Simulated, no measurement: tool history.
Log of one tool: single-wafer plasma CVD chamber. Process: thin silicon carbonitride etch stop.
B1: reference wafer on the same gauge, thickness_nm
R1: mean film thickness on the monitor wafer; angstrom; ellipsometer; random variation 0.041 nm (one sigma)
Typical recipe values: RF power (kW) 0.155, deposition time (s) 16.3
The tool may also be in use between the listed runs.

run 1 day=0.000 | RF_power_(kW)=0.155 deposition_time_(s)=17.1 | B1=7.942 | R1=82.18
run 2 day=2.133 | RF_power_(kW)=0.155 deposition_time_(s)=17.1 | B1=7.918 | R1=82.86
run 3 day=5.058 | RF_power_(kW)=0.155 deposition_time_(s)=17.1 | B1=7.911 | R1=82.32
run 4 day=6.512 | RF_power_(kW)=0.155 deposition_time_(s)=16.3 | B1=7.914 | R1=78.78
run 5 day=7.771 | RF_power_(kW)=0.155 deposition_time_(s)=16.3 | B1=7.929 | R1=78.42
run 6 day=9.621 | RF_power_(kW)=0.155 deposition_time_(s)=16.3 | B1=7.938 | R1=78.48
run 7 day=16.538 | RF_power_(kW)=0.155 deposition_time_(s)=17.4 | B1=7.940 | R1=83.21
run 8 day=18.454 | RF_power_(kW)=0.155 deposition_time_(s)=17.4 | B1=7.938 | R1=83.96
run 9 day=19.579 | RF_power_(kW)=0.155 deposition_time_(s)=16.3 | B1=7.910 | R1=78.47
run 10 day=22.375 | RF_power_(kW)=0.155 deposition_time_(s)=16.3 | B1=7.922 | R1=78.88
-- day=23.371 thermocouple changed; heater temperature recalibrated
-- day=24.733 gauge calibrated
run 11 day=25.367 | RF_power_(kW)=0.155 deposition_time_(s)=16.3 | B1=7.937 | R1=79.01
run 12 day=27.988 | RF_power_(kW)=0.155 deposition_time_(s)=16.3 | B1=7.925 | R1=78.53
run 13 day=29.846 | RF_power_(kW)=0.155 deposition_time_(s)=16.3 | B1=7.918 | R1=78.61
run 14 day=32.038 | RF_power_(kW)=0.155 deposition_time_(s)=16.3 | B1=7.932 | R1=78.70
run 15 day=34.458 | RF_power_(kW)=0.155 deposition_time_(s)=16.3 | B1=7.936 | R1=78.11
-- day=34.867 showerhead replaced
run 16 day=37.038 | RF_power_(kW)=0.180 deposition_time_(s)=14.9 | B1=7.941 | R1=75.93
run 17 day=38.938 | RF_power_(kW)=0.135 deposition_time_(s)=18.9 | B1=7.920 | R1=85.92
run 18 day=41.788 | RF_power_(kW)=0.155 deposition_time_(s)=18.0 | B1=7.919 | R1=85.93
run 19 day=43.542 | RF_power_(kW)=0.135 deposition_time_(s)=17.8 | B1=7.921 | R1=80.78
run 20 day=46.521 | RF_power_(kW)=0.175 deposition_time_(s)=14.4 | B1=7.935 | R1=73.20
run 21 day=48.933 | RF_power_(kW)=0.165 deposition_time_(s)=18.2 | B1=7.938 | R1=90.22
run 22 day=50.654 | RF_power_(kW)=0.125 deposition_time_(s)=16.3 | B1=7.925 | R1=71.47
-- day=51.679 RF generator calibrated
run 23 day=52.004 | RF_power_(kW)=0.145 deposition_time_(s)=13.1 | B1=7.931 | R1=61.47
run 24 day=54.946 | RF_power_(kW)=0.145 deposition_time_(s)=17.6 | B1=7.922 | R1=82.80
run 25 day=57.150 | RF_power_(kW)=0.155 deposition_time_(s)=19.3 | B1=7.942 | R1=93.43
run 26 day=58.775 | RF_power_(kW)=0.155 deposition_time_(s)=16.3 | B1=7.934 | R1=78.66
run 27 day=61.612 | RF_power_(kW)=0.145 deposition_time_(s)=14.2 | B1=7.923 | R1=66.97
run 28 day=64.604 | RF_power_(kW)=0.130 deposition_time_(s)=16.3 | B1=7.931 | R1=72.86
run 29 day=66.496 | RF_power_(kW)=0.135 deposition_time_(s)=18.9 | B1=7.914 | R1=86.19

What if the next run were any one of these 4? Each begins from the tool's condition after run 29:
run A day=66.512 | RF_power_(kW)=0.155 deposition_time_(s)=16.3 | B1=? | R1=?
run B day=66.512 | RF_power_(kW)=0.145 deposition_time_(s)=17.4 | B1=? | R1=?
run C day=66.512 | RF_power_(kW)=0.140 deposition_time_(s)=17.3 | B1=? | R1=?
run D day=66.512 | RF_power_(kW)=0.175 deposition_time_(s)=14.1 | B1=? | R1=?

run=A B1=7.922 R1=77.86
run=B B1=7.922 R1=80.85
run=C B1=7.922 R1=79.20
run=D B1=7.922 R1=70.70
Stripped of hidden state, with their random variation kept, the same runs would have yielded:
run=A R1=77.86
run=B R1=80.85
run=C R1=79.20
run=D R1=70.70

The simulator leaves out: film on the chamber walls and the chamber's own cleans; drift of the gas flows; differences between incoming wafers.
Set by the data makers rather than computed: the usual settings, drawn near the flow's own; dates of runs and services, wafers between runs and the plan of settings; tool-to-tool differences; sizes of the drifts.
